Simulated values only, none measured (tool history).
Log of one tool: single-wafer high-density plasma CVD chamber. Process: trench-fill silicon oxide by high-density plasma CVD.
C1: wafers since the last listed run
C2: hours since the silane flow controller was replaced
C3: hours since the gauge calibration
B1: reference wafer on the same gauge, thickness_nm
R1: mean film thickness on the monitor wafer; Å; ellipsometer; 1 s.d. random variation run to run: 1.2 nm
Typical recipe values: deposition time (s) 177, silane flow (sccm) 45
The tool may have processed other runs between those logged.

run 1 hour=0.0 | deposition_time_(s)=177 silane_flow_(sccm)=39 | C1=0 C2=4842.0 C3=79.5 | B1=776.191 | R1=7230.94
run 2 hour=28.0 | deposition_time_(s)=177 silane_flow_(sccm)=39 | C1=177 C2=4870.0 C3=107.5 | B1=776.165 | R1=7238.61
run 3 hour=49.3 | deposition_time_(s)=177 silane_flow_(sccm)=45 | C1=134 C2=4891.3 C3=128.8 | B1=775.744 | R1=8342.75
run 4 hour=75.7 | deposition_time_(s)=177 silane_flow_(sccm)=45 | C1=166 C2=4917.7 C3=155.2 | B1=776.134 | R1=8356.90
run 5 hour=105.6 | deposition_time_(s)=177 silane_flow_(sccm)=45 | C1=189 C2=4947.6 C3=185.1 | B1=775.822 | R1=8344.00
-- hour=130.9 gauge calibrated
run 6 hour=131.1 | deposition_time_(s)=177 silane_flow_(sccm)=45 | C1=161 C2=4973.1 C3=0.2 | B1=776.256 | R1=8331.45
run 7 hour=148.1 | deposition_time_(s)=177 silane_flow_(sccm)=45 | C1=107 C2=4990.1 C3=17.2 | B1=775.705 | R1=8342.46
-- hour=159.6 silane flow controller replaced
run 8 hour=169.1 | deposition_time_(s)=177 silane_flow_(sccm)=45 | C1=82 C2=9.5 C3=38.2 | B1=776.138 | R1=7304.82
run 9 hour=190.3 | deposition_time_(s)=155 silane_flow_(sccm)=48 | C1=134 C2=30.7 C3=59.4 | B1=775.881 | R1=6815.26
run 10 hour=208.3 | deposition_time_(s)=159 silane_flow_(sccm)=50 | C1=113 C2=48.7 C3=77.4 | B1=775.860 | R1=7298.88
-- hour=221.9 silane flow controller replaced, repeated, since the last time left the tool worse
run 11 hour=236.7 | deposition_time_(s)=177 silane_flow_(sccm)=48 | C1=128 C2=14.8 C3=105.8 | B1=775.928 | R1=8500.05
run 12 hour=321.6 | deposition_time_(s)=151 silane_flow_(sccm)=37 | C1=536 C2=99.7 C3=190.7 | B1=776.059 | R1=5572.35
-- hour=324.7 gauge calibrated
run 13 hour=355.2 | deposition_time_(s)=207 silane_flow_(sccm)=48 | C1=212 C2=133.3 C3=30.5 | B1=775.621 | R1=9921.51

Run 14 is up next; what results do you expect?
run 14 hour=371.2 | deposition_time_(s)=151 silane_flow_(sccm)=37 | C1=101 C2=149.3 C3=46.5 | B1=? | R1=?

{"run 14": {"B1": 776.25, "R1": 5581.34}}
Minus the tool's unlogged condition, the same run would have read R1 5565.52 Å.
